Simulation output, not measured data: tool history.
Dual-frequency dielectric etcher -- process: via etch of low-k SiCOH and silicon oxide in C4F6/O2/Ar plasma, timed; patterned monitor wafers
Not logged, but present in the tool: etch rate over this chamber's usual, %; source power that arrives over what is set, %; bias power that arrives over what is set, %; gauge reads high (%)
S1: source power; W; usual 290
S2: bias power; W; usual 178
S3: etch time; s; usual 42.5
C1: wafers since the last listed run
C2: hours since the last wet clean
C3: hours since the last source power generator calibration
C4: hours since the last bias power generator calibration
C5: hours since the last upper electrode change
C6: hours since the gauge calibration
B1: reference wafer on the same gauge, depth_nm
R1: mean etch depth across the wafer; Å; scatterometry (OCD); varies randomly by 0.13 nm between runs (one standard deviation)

Run 1, hour 0.0: usual settings; C1 0; C2 315.4; C3 2323.4; C4 4740.1; C5 2291.5; C6 163.9; B1 90.0. Result: R1 860 Å.
Run 2, hour 15.9: usual settings; C1 174; C2 331.3; C3 2339.3; C4 4756.0; C5 2307.4; C6 179.8; B1 90.0. Result: R1 860 Å.
Run 3, hour 32.1: usual settings; C1 178; C2 347.5; C3 2355.5; C4 4772.2; C5 2323.6; C6 196.0; B1 90.0. Result: R1 860 Å.
Run 4, hour 40.8: usual settings; C1 95; C2 356.2; C3 2364.2; C4 4780.9; C5 2332.3; C6 204.7; B1 90.0. Result: R1 860 Å.
At hour 67.4: upper electrode replaced.
Run 5, hour 67.9: usual settings; C1 34; C2 383.3; C3 2391.3; C4 4808.0; C5 0.5; C6 231.8; B1 90.0. Result: R1 857 Å.
Run 6, hour 69.5: usual settings; C1 17; C2 384.9; C3 2392.9; C4 4809.6; C5 2.1; C6 233.4; B1 90.0. Result: R1 855 Å.
Run 7, hour 84.9: usual settings but S1 250 W, S3 36.5 s; C1 169; C2 400.3; C3 2408.3; C4 4825.0; C5 17.5; C6 248.8; B1 90.0. Result: R1 707 Å.
Run 8, hour 95.2: usual settings but S1 250 W, S3 36.5 s; C1 113; C2 410.6; C3 2418.6; C4 4835.3; C5 27.8; C6 259.1; B1 90.0. Result: R1 707 Å.
Run 9, hour 107.7: usual settings but S1 250 W, S3 36.5 s; C1 137; C2 423.1; C3 2431.1; C4 4847.8; C5 40.3; C6 271.6; B1 90.0. Result: R1 707 Å.
Run 10, hour 115.9: usual settings; C1 90; C2 431.3; C3 2439.3; C4 4856.0; C5 48.5; C6 279.8; B1 90.0. Result: R1 856 Å.
Run 11, hour 123.8: usual settings; C1 86; C2 439.2; C3 2447.2; C4 4863.9; C5 56.4; C6 287.7; B1 89.9. Result: R1 854 Å.
Run 12, hour 133.3: usual settings but S2 142 W, S3 48.5 s; C1 104; C2 448.7; C3 2456.7; C4 4873.4; C5 65.9; C6 297.2; B1 90.0. Result: R1 887 Å.
At hour 146.2: bias power generator calibrated.
Run 13, hour 146.7: usual settings but S2 191 W, S3 54.0 s; C1 103; C2 462.1; C3 2470.1; C4 0.5; C5 79.3; C6 310.6; B1 90.0. Result: R1 1120 Å.
Run 14, hour 165.8: usual settings; C1 210; C2 481.2; C3 2489.2; C4 19.6; C5 98.4; C6 329.7; B1 90.0. Result: R1 852 Å.
Run 15, hour 183.6: usual settings; C1 195; C2 499.0; C3 2507.0; C4 37.4; C5 116.2; C6 347.5; B1 90.0. Result: R1 854 Å.
At hour 188.4: gauge calibrated.
Run 16, hour 197.0: usual settings but S1 230 W, S2 218 W, S3 37.0 s; C1 147; C2 512.4; C3 2520.4; C4 50.8; C5 129.6; C6 8.6; B1 90.0. Result: R1 761 Å.
At hour 209.3: source power generator calibrated.
At hour 223.5: wet clean of the chamber.
Run 17, hour 224.0: usual settings but S1 230 W; C1 96; C2 0.5; C3 14.7; C4 77.8; C5 156.6; C6 35.6; B1 90.0. Result: R1 820 Å.
Run 18, hour 224.4: usual settings but S2 201 W, S3 46.0 s; C1 4; C2 0.9; C3 15.1; C4 78.2; C5 157.0; C6 36.0; B1 90.0. Result: R1 991 Å.
Run 19, hour 233.9: usual settings but S1 250 W, S3 36.5 s; C1 104; C2 10.4; C3 24.6; C4 87.7; C5 166.5; C6 45.5; B1 89.9. Result: R1 718 Å.
Run 20, hour 242.9: usual settings but S1 310 W, S3 31.0 s; C1 98; C2 19.4; C3 33.6; C4 96.7; C5 175.5; C6 54.5; B1 90.0. Result: R1 646 Å.
Run 21, hour 253.2: usual settings but S2 148 W, S3 31.0 s; C1 113; C2 29.7; C3 43.9; C4 107.0; C5 185.8; C6 64.8; B1 90.0. Result: R1 588 Å.
Run 22, hour 261.2: usual settings but S1 320 W, S3 50.0 s; C1 87; C2 37.7; C3 51.9; C4 115.0; C5 193.8; C6 72.8; B1 90.0. Result: R1 1054 Å.
Run 23, hour 271.3: usual settings but S1 220 W, S2 149 W, S3 34.0 s; C1 111; C2 47.8; C3 62.0; C4 125.1; C5 203.9; C6 82.9; B1 90.0. Result: R1 600 Å.
Run 24, hour 279.7: usual settings but S1 340 W, S3 33.5 s; C1 92; C2 56.2; C3 70.4; C4 133.5; C5 212.3; C6 91.3; B1 90.0. Result: R1 716 Å.
Run 25, hour 297.2: usual settings but S1 270 W, S2 161 W; C1 192; C2 73.7; C3 87.9; C4 151.0; C5 229.8; C6 108.8; B1 90.0. Result: R1 814 Å.
Run 26, hour 309.7: usual settings but S2 221 W, S3 46.5 s; C1 137; C2 86.2; C3 100.4; C4 163.5; C5 242.3; C6 121.3; B1 90.0. Result: R1 1039 Å.
Run 27, hour 325.1: usual settings but S1 260 W, S3 49.5 s; C1 169; C2 101.6; C3 115.8; C4 178.9; C5 257.7; C6 136.7; B1 90.0. Result: R1 981 Å.
Run 28, hour 333.2: usual settings; C1 89; C2 109.7; C3 123.9; C4 187.0; C5 265.8; C6 144.8; B1 90.0. Result: R1 867 Å.
Run 29, hour 348.8: usual settings but S1 250 W, S2 194 W, S3 34.0 s; C1 171; C2 125.3; C3 139.5; C4 202.6; C5 281.4; C6 160.4; B1 90.1. Result: R1 690 Å.

5 ways to go on from here, each from the tool as it stands after run 29. What would each give?
Run A, hour 349.2: usual settings but S2 190 W; C1 4; C2 125.7; C3 139.9; C4 203.0; C5 281.8; C6 160.8; B1 ?. Result: R1 ?.
Run B, hour 349.2: usual settings but S1 270 W, S2 208 W, S3 38.0 s; C1 4; C2 125.7; C3 139.9; C4 203.0; C5 281.8; C6 160.8; B1 ?. Result: R1 ?.
Run C, hour 349.2: usual settings but S1 230 W, S3 52.5 s; C1 4; C2 125.7; C3 139.9; C4 203.0; C5 281.8; C6 160.8; B1 ?. Result: R1 ?.
Run D, hour 349.2: usual settings but S2 141 W, S3 31.5 s; C1 4; C2 125.7; C3 139.9; C4 203.0; C5 281.8; C6 160.8; B1 ?. Result: R1 ?.
Run E, hour 349.2: usual settings but S1 310 W, S2 202 W, S3 46.5 s; C1 4; C2 125.7; C3 139.9; C4 203.0; C5 281.8; C6 160.8; B1 ?. Result: R1 ?.

run    B1    R1
  A  90.0   891
  B  90.0   812
  C  90.0  1008
  D  90.0   582
  E  90.0  1018
The same runs, with their run-to-run variation unchanged, on a tool lacking any hidden condition would have given:
run    R1
  A   898
  B   819
  C  1016
  D   587
  E  1027
